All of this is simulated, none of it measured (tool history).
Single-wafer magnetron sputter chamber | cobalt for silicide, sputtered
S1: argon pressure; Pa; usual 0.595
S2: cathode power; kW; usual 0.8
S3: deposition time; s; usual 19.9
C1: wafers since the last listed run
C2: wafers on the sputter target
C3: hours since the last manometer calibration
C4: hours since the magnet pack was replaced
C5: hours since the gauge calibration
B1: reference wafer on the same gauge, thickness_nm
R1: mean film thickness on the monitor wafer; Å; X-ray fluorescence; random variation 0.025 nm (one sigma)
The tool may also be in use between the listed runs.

run	day	S1	S2	S3	C1	C2	C3	C4	C5	B1	R1
1	0	0.595	0.8	19.9	0	2121	1537.5	3401.4	114.1	7.671	71.56
2	0.85	0.595	0.8	19.9	527	2648	1557.9	3421.8	134.5	7.691	71.6
3	1.462	0.595	0.8	19.9	380	3028	1572.6	3436.5	149.2	7.684	71.77
4	2.438	0.595	0.8	19.9	604	3633	1596	3459.9	172.6	7.694	71.62
5	3.092	0.595	0.8	19.9	405	4039	1611.7	3475.6	188.3	7.677	71.29
6	4.342	0.595	0.8	21.9	775	4814	1641.7	3505.6	218.3	7.667	79.12
# day 5.479: sputter target and shields replaced
7	5.546	0.595	0.8	21.9	540	42	1670.6	3534.5	247.2	7.686	79.14
8	6.104	0.417	0.8	19.9	346	388	1684	3547.9	260.6	7.668	74.62
# day 6.962: capacitance manometer re-zeroed and calibrated
9	6.983	0.595	0.75	19.9	338	727	0.5	3569	281.7	7.686	68.54
# day 7.033: gauge calibrated
10	7.521	0.49	0.8	18.9	333	1060	13.4	3581.9	11.7	7.695	69.76
11	8.417	0.381	0.9	19.9	555	1616	34.9	3603.4	33.2	7.678	81.87
12	9.471	0.478	0.85	22	654	2270	60.2	3628.7	58.5	7.678	84.89
# day 9.808: magnet pack replaced
13	11.688	0.595	0.8	22.6	1168	3439	113.4	45.1	111.7	7.696	81.08
14	12.867	0.595	0.8	19.9	731	4170	141.7	73.4	140	7.696	71.3
15	13.838	0.729	0.75	19.9	602	4773	165	96.7	163.3	7.675	66.26
16	14.512	0.513	0.8	19.9	418	5192	181.2	112.9	179.5	7.692	72.81
17	15.067	0.595	0.8	19.9	343	5535	194.5	126.2	192.8	7.681	71.61
# day 15.842: sputter target and shields replaced
18	15.862	0.47	0.7	15.9	286	13	213.6	145.3	211.9	7.68	53.74
19	16.704	0.595	0.8	18.6	522	535	233.8	165.5	232.1	7.699	67.01

What the log doesn't show, run by run:
deposition rate above that of a new target (%): 0 in every run
true argon pressure above the setpoint (%): 0 in every run
gauge reads high (%): 0 in every run

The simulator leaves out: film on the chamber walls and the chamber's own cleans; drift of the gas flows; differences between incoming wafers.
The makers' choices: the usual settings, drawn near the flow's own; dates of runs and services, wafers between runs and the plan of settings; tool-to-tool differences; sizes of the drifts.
